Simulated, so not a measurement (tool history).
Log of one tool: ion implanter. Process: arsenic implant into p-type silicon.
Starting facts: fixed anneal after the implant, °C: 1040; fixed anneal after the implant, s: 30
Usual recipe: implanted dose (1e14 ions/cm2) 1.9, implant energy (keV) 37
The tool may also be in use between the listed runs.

run     day  implanted dose (1e14 ions/cm2)  implant energy (keV)  wafers since the last listed run  hours since the last dose calibration  hours since the extraction supply was calibrated  hours since the gauge calibration  read-back reference wafer on the same gauge, sheet resistance  sheet resistance of the implanted and annealed layer (ohm/square)
  1       0                             1.9                    37                                 0                                 1480.5                                            3366.9                              207.2                                                         384.98                                                             427.89
  2   0.275                            2.08                    37                               226                                 1487.1                                            3373.5                              213.8                                                         385.03                                                             401.93
  3   0.725                            2.08                    37                               370                                 1497.9                                            3384.3                              224.6                                                          384.9                                                             402.72
  4   1.171                            2.08                    37                               366                                 1508.6                                              3395                              235.3                                                         384.99                                                             401.91
  5   1.933                             1.9                    37                               627                                 1526.9                                            3413.3                              253.6                                                         384.96                                                             429.24
  6   2.596                             1.9                    37                               544                                 1542.8                                            3429.2                              269.5                                                         385.11                                                             429.31
  7       3                             1.9                    37                               332                                 1552.5                                            3438.9                              279.2                                                         384.95                                                             428.63
  8   3.442                             1.9                    37                               363                                 1563.1                                            3449.5                              289.8                                                         384.97                                                             430.68
      3.854  -- gauge calibrated
  9   3.967                             1.9                    37                               431                                 1575.7                                            3462.1                                2.7                                                         384.91                                                             429.64
 10   4.567                             1.9                    37                               493                                 1590.1                                            3476.5                               17.1                                                         385.09                                                             430.16
 11   5.233                             1.9                    37                               548                                 1606.1                                            3492.5                               33.1                                                          385.1                                                             430.54
 12   5.675                             1.9                    37                               363                                 1616.7                                            3503.1                               43.7                                                         384.97                                                             430.29
      6.342  -- Faraday cup replaced and dose calibrated
 13   6.362                            1.51                    42                               291                                    0.5                                            3519.6                               60.2                                                         384.98                                                             478.12
 14     6.6                            1.59                  43.5                               195                                    6.2                                            3525.3                               65.9                                                            385                                                             457.94
 15   7.329                            1.57                    37                               599                                   23.7                                            3542.8                               83.4                                                         384.98                                                             474.39
      8.012  -- extraction supply calibrated
 16   8.033                            1.48                    28                               305                                   40.6                                               0.5                              100.3                                                         384.95                                                              518.4
 17   8.375                            1.55                  25.5                               281                                   48.8                                               8.7                              108.5                                                         384.97                                                             506.66
 18   9.058                            1.69                  47.5                               562                                   65.2                                              25.1                              124.9                                                         385.07                                                              434.3
 19   9.354                             1.9                    37                               243                                   72.3                                              32.2                                132                                                          385.1                                                             415.21
 20   9.725                             2.4                    37                               305                                   81.2                                              41.1                              140.9                                                            385                                                             349.07
 21  10.162                            1.54                  26.5                               359                                   91.7                                              51.6                              151.4                                                         384.99                                                             508.85
 22  10.621                            1.48                    28                               376                                  102.7                                              62.6                              162.4                                                         384.98                                                             517.93
 23  11.358                            2.31                    45                               606                                  120.4                                              80.3                              180.1                                                         384.97                                                             350.21
 24  11.992                             1.9                  42.5                               520                                  135.6                                              95.5                              195.3                                                         384.96                                                              405.4

Branching from run 24: 4 alternative next runs. What would each branch give?
  A  12.008                             1.5                    37                                13                                    136                                              95.9                              195.7                                                              ?                                                                  ?
  B  12.008                            1.41                  49.5                                13                                    136                                              95.9                              195.7                                                              ?                                                                  ?
  C  12.008                            2.18                    37                                13                                    136                                              95.9                              195.7                                                              ?                                                                  ?
  D  12.008                            1.58                    37                                13                                    136                                              95.9                              195.7                                                              ?                                                                  ?

run  read-back reference wafer on the same gauge, sheet resistance  sheet resistance of the implanted and annealed layer (ohm/square)
  A                                                         384.87                                                              491.4
  B                                                         384.87                                                             488.01
  C                                                         384.87                                                             375.63
  D                                                         384.87                                                             473.74
With no hidden state in the tool, these same runs would have given:
run  sheet resistance of the implanted and annealed layer (ohm/square)
  A                                                             491.29
  B                                                             487.89
  C                                                             375.53
  D                                                             473.63

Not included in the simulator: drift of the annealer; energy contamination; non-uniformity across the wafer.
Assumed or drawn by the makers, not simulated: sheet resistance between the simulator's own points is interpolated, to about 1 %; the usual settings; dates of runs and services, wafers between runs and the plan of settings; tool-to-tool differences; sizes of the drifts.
